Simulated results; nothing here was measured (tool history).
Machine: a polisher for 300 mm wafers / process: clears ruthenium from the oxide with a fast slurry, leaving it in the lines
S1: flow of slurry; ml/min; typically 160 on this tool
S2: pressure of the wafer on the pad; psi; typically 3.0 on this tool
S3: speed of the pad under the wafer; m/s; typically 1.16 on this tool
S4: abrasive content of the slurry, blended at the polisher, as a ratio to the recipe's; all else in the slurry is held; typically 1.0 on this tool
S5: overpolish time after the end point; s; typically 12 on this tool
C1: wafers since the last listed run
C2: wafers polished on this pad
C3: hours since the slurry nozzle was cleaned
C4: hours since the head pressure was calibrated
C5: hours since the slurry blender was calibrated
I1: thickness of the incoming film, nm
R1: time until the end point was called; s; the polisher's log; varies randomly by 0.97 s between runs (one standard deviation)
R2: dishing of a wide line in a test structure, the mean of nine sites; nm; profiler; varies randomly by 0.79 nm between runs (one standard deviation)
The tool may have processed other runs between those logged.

run,hour,S1,S2,S3,S4,S5,C1,C2,C3,C4,C5,I1,R1,R2
1,0.0,160,3.0,1.16,1.0,12,0,3077,344.0,915.4,294.5,305.3,70.4,40.0
2,66.9,160,3.0,1.16,1.0,12,532,3610,410.9,982.3,361.4,311.5,72.1,40.0
# hour 95.4: worn pad replaced by a new one
3,113.2,160,3.0,1.16,1.0,12,336,141,457.2,1028.6,407.7,313.9,72.3,39.2
# hour 137.5: slurry blender recalibrated
4,175.3,200,3.0,1.16,1.0,12,478,620,519.3,1090.7,37.8,307.5,59.3,44.5
5,214.1,160,3.0,1.16,1.0,12,308,928,558.1,1129.5,76.6,308.1,64.4,43.5
6,274.2,160,3.0,1.16,1.0,12,478,1407,618.2,1189.6,136.7,307.8,64.6,40.5
7,340.8,160,3.0,1.16,1.0,12,530,1937,684.8,1256.2,203.3,311.1,65.9,41.0
8,385.5,160,3.0,1.16,1.0,12,355,2292,729.5,1300.9,248.0,308.2,68.3,39.5
9,433.7,160,3.0,1.16,1.0,12,383,2676,777.7,1349.1,296.2,310.0,69.1,38.4
10,502.4,160,3.0,1.16,1.0,12,546,3223,846.4,1417.8,364.9,305.5,68.5,39.6
# hour 541.1: head pressure recalibrated
# hour 555.8: slurry blender recalibrated
11,566.8,160,3.0,1.16,1.0,12,480,3703,910.8,25.7,11.0,311.3,59.7,44.3
# hour 586.9: slurry nozzle cleaned
# hour 588.3: worn pad replaced by a new one
12,623.6,160,3.0,1.36,1.0,15,432,280,36.7,82.5,67.8,309.1,54.1,62.2
13,690.1,190,3.8,1.16,1.0,12,529,810,103.2,149.0,134.3,311.3,50.9,52.4
14,747.4,160,3.0,1.42,1.0,12,455,1266,160.5,206.3,191.6,308.5,55.1,48.6
15,798.5,145,3.0,0.86,1.0,12,406,1672,211.6,257.4,242.7,311.5,95.0,29.4
16,864.4,160,3.0,1.16,1.0,12,524,2197,277.5,323.3,308.6,305.1,68.7,39.3
17,918.9,160,2.3,1.26,1.0,12,433,2630,332.0,377.8,363.1,307.6,84.7,33.2
18,971.3,160,3.0,1.16,1.0,12,416,3047,384.4,430.2,415.5,310.3,72.0,39.2
# hour 1041.8: worn pad replaced by a new one
19,1042.3,105,2.3,1.40,0.8,12,533,4,455.4,501.2,486.5,316.2,99.0,29.5
# hour 1045.0: slurry blender recalibrated
20,1071.1,160,3.0,1.16,1.0,12,213,217,484.2,530.0,26.1,313.3,60.8,44.0
21,1101.3,160,3.0,1.16,1.0,12,240,457,514.4,560.2,56.3,307.3,61.7,44.6
22,1128.1,190,3.0,1.16,1.0,14,213,671,541.2,587.0,83.1,303.2,60.8,50.5
23,1194.1,160,2.4,1.16,1.0,12,525,1196,607.2,653.0,149.1,307.8,83.1,34.8
24,1367.7,160,3.0,1.16,0.9,9,1381,2577,780.8,826.6,322.7,304.8,73.9,29.7
# hour 1442.4: slurry blender recalibrated
# hour 1449.1: worn pad replaced by a new one
25,1454.0,110,3.7,1.16,1.0,12,639,38,867.1,912.9,11.6,307.8,51.6,52.5
26,1521.4,185,3.0,1.38,1.0,12,536,575,934.5,980.3,79.0,316.1,54.1,51.3
27,1567.2,205,3.0,1.16,1.0,7,364,939,980.3,1026.1,124.8,306.4,62.7,25.7
# hour 1570.3: slurry nozzle cleaned
28,1608.5,160,3.8,1.16,1.0,12,320,1260,38.2,1067.4,166.1,307.7,53.7,50.2

Here are 4 independent what-if runs from the current tool condition. What would each one return?
A,1608.9,160,3.0,1.44,1.0,12,3,1263,38.6,1067.8,166.5,306.9,?,?
B,1608.9,210,3.0,1.16,0.9,12,3,1263,38.6,1067.8,166.5,306.9,?,?
C,1608.9,160,2.1,1.16,1.0,12,3,1263,38.6,1067.8,166.5,306.9,?,?
D,1608.9,135,3.0,1.16,1.0,12,3,1263,38.6,1067.8,166.5,306.9,?,?

run,R1,R2
A,52.3,50.6
B,67.4,40.3
C,92.0,30.3
D,66.2,41.0
Without the tool's hidden state the same runs would have given:
run,R1,R2
A,46.5,56.0
B,59.5,45.1
C,81.8,33.8
D,58.9,45.5
